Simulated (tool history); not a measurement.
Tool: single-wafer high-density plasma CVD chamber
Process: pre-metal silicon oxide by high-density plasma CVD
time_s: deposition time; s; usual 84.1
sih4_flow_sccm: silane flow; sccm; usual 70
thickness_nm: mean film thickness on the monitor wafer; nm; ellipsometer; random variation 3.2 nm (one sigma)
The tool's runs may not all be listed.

run,day,time_s,sih4_flow_sccm,"read-back reference wafer on the same gauge, thickness_nm",thickness_nm
1,0,84.1,70,684.584,581.551
2,2.3,94.2,77,684.171,713.341
3,4.992,84.1,70,680.461,572.901
4,6.725,84.1,70,679.38,574.155
# day 10.612: silane flow controller replaced
5,11.496,84.1,70,674.954,567.643
6,12.638,84.1,70,673.816,568.058
7,15.233,84.1,70,669.895,565.359
8,17.967,84.1,70,665.568,556.341
9,19.838,97.9,60,666.307,555.794
# day 20.517: gauge calibrated
10,21.35,84.1,70,688.863,579.126
11,22.458,100.8,78,687.857,776.206
12,24.654,78,76,687.978,582.854

Run 13 comes next. What will it give?
13,25.675,84.1,70,?,?

Run 13 gave read-back reference wafer on the same gauge, thickness_nm 686.088, thickness_nm 586.112 nm.
Without the tool's hidden state the same run would have given thickness_nm 585.374 nm.

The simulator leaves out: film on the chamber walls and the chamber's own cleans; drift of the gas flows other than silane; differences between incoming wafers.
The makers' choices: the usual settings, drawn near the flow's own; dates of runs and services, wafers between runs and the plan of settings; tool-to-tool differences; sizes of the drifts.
